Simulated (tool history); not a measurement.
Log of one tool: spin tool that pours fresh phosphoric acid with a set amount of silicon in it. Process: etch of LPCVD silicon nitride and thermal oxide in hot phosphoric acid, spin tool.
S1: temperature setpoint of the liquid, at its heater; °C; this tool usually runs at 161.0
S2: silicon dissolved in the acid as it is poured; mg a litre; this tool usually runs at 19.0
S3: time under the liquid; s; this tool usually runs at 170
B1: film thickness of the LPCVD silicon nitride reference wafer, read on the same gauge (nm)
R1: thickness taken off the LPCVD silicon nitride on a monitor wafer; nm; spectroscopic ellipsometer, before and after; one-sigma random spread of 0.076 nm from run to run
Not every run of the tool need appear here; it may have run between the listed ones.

run 1 hour=0.0 | S1=161.0 S2=19.0 S3=170 | B1=110.00 | R1=16.59
-- hour=25.8 dissolved silicon flow meter replaced
run 2 hour=28.1 | S1=161.0 S2=19.0 S3=170 | B1=109.97 | R1=16.56
run 3 hour=59.2 | S1=161.0 S2=19.0 S3=170 | B1=109.98 | R1=16.68
run 4 hour=87.5 | S1=161.0 S2=19.0 S3=170 | B1=110.00 | R1=16.51
run 5 hour=105.5 | S1=161.0 S2=23.5 S3=100 | B1=110.02 | R1=9.74
-- hour=119.4 gauge calibrated
run 6 hour=135.0 | S1=158.0 S2=15.0 S3=170 | B1=109.96 | R1=14.98
run 7 hour=154.1 | S1=161.0 S2=14.5 S3=170 | B1=109.99 | R1=16.54
run 8 hour=186.2 | S1=161.0 S2=19.0 S3=170 | B1=110.03 | R1=16.55
run 9 hour=209.2 | S1=161.0 S2=29.0 S3=215 | B1=109.99 | R1=21.10
-- hour=216.8 heated supply line repaired
run 10 hour=242.6 | S1=161.0 S2=19.0 S3=210 | B1=110.02 | R1=20.62
run 11 hour=268.4 | S1=163.5 S2=19.0 S3=195 | B1=110.03 | R1=20.82
run 12 hour=287.5 | S1=161.0 S2=11.0 S3=270 | B1=110.00 | R1=26.16
run 13 hour=300.8 | S1=162.5 S2=10.0 S3=170 | B1=110.00 | R1=17.48
run 14 hour=313.4 | S1=159.0 S2=13.5 S3=215 | B1=110.00 | R1=19.84
run 15 hour=340.2 | S1=158.0 S2=19.0 S3=170 | B1=109.99 | R1=14.96
run 16 hour=372.9 | S1=162.0 S2=6.5 S3=110 | B1=109.99 | R1=11.21
run 17 hour=400.6 | S1=161.0 S2=19.0 S3=170 | B1=110.00 | R1=16.70
run 18 hour=415.0 | S1=161.0 S2=6.5 S3=235 | B1=110.00 | R1=23.12
run 19 hour=437.4 | S1=159.0 S2=19.0 S3=255 | B1=110.01 | R1=23.52

The next listed run, before its measurement:
run 20 hour=460.8 | S1=159.0 S2=5.5 S3=200 | B1=? | R1=?

{"run 20": {"B1": 110.0, "R1": 18.39}}
Were there no unlogged condition in the tool, this run, its random variation unchanged, would have produced R1 18.10 nm.
